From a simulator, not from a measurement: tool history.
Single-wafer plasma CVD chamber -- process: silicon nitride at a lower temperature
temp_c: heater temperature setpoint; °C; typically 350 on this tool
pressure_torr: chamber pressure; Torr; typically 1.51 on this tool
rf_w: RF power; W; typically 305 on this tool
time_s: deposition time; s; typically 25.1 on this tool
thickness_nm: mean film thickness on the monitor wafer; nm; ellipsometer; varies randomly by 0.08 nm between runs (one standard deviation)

run	day	temp_c	pressure_torr	rf_w	time_s	wafers since the last listed run	hours since the last thermocouple change	hours since the last RF generator calibration	hours since the last manometer calibration	hours since the showerhead was replaced	hours since the gauge calibration	read-back reference wafer on the same gauge, thickness_nm	thickness_nm
1	0.000	350	1.51	305	25.1	0	2476.6	2088.7	2282.1	2602.1	391.9	27.878	27.977
2	0.838	350	1.51	305	25.1	433	2496.7	2108.8	2302.2	2622.2	412.0	27.861	28.166
3	1.671	350	1.51	305	25.1	431	2516.7	2128.8	2322.2	2642.2	432.0	27.881	28.162
4	2.529	350	1.51	305	25.1	444	2537.3	2149.4	2342.8	2662.8	452.6	27.914	27.909
5	3.162	350	1.51	305	25.1	327	2552.5	2164.6	2358.0	2678.0	467.8	27.891	27.876
6	6.221	350	1.51	305	25.1	1582	2625.9	2238.0	2431.4	2751.4	541.2	27.930	27.783
7	7.379	350	1.51	305	25.1	599	2653.7	2265.8	2459.2	2779.2	569.0	27.874	27.820
8	8.450	350	1.51	305	25.1	554	2679.4	2291.5	2484.9	2804.9	594.7	27.878	27.765
9	9.525	350	1.51	305	25.1	556	2705.2	2317.3	2510.7	2830.7	620.5	27.849	27.775
10	10.817	350	1.51	305	25.1	668	2736.2	2348.3	2541.7	2861.7	651.5	27.888	27.806
# day 11.988: gauge calibrated
11	11.996	350	1.51	320	25.1	610	2764.5	2376.6	2570.0	2890.0	0.2	27.898	28.396
12	12.812	350	1.51	320	25.1	422	2784.1	2396.2	2589.6	2909.6	19.8	27.898	28.380
# day 13.775: RF generator calibrated
13	14.238	350	1.51	305	25.1	564	2818.3	11.1	2623.8	2943.8	54.0	27.908	29.345
14	15.521	362	1.32	355	22.0	663	2849.1	41.9	2654.6	2974.6	84.8	27.943	26.554
15	16.654	350	1.51	305	25.1	586	2876.3	69.1	2681.8	3001.8	112.0	27.900	29.253
16	17.696	363	1.51	305	27.2	538	2901.3	94.1	2706.8	3026.8	137.0	27.869	31.443
17	18.283	350	1.51	305	25.1	303	2915.4	108.2	2720.9	3040.9	151.1	27.926	29.265
18	19.458	350	1.51	305	25.1	607	2943.6	136.4	2749.1	3069.1	179.3	27.875	29.186
# day 20.525: showerhead replaced
# day 20.879: thermocouple changed; heater temperature recalibrated
19	20.900	350	1.78	305	25.1	400	0.5	171.0	2783.7	9.0	213.9	27.886	30.786
20	21.550	350	1.51	305	25.1	336	16.1	186.6	2799.3	24.6	229.5	27.889	29.260
# day 22.075: capacitance manometer re-zeroed and calibrated
21	22.317	350	1.51	305	28.1	224	34.5	205.0	5.8	43.0	247.9	27.890	32.746
22	23.379	363	1.51	305	27.2	549	60.0	230.5	31.3	68.5	273.4	27.901	31.617
23	24.475	350	1.19	305	25.1	566	86.3	256.8	57.6	94.8	299.7	27.922	27.253
24	25.271	350	1.25	365	25.1	411	105.4	275.9	76.7	113.9	318.8	27.917	30.454
25	26.500	365	1.34	320	25.1	635	134.9	305.4	106.2	143.4	348.3	27.858	28.772
26	27.608	350	1.51	280	25.1	573	161.5	332.0	132.8	170.0	374.9	27.917	27.793

Measured less the same run without the tool's hidden state. The same run-to-run variation is in both; the gauge's scatter may not be:
The hidden state here: wafer temperature above the value expected at the setpoint (K); delivered RF power above the setpoint (%); true pressure above the setpoint (%); gauge reads high (%).
run	thickness_nm
1	-1.400
2	-1.435
3	-1.460
4	-1.474
5	-1.491
6	-1.584
7	-1.625
8	-1.656
9	-1.693
10	-1.740
11	-1.798
12	-1.827
13	-0.178
14	-0.155
15	-0.178
16	-0.193
17	-0.180
18	-0.181
19	-0.194
20	-0.187
21	-0.211
22	-0.207
23	-0.182
24	-0.198
25	-0.199
26	-0.202
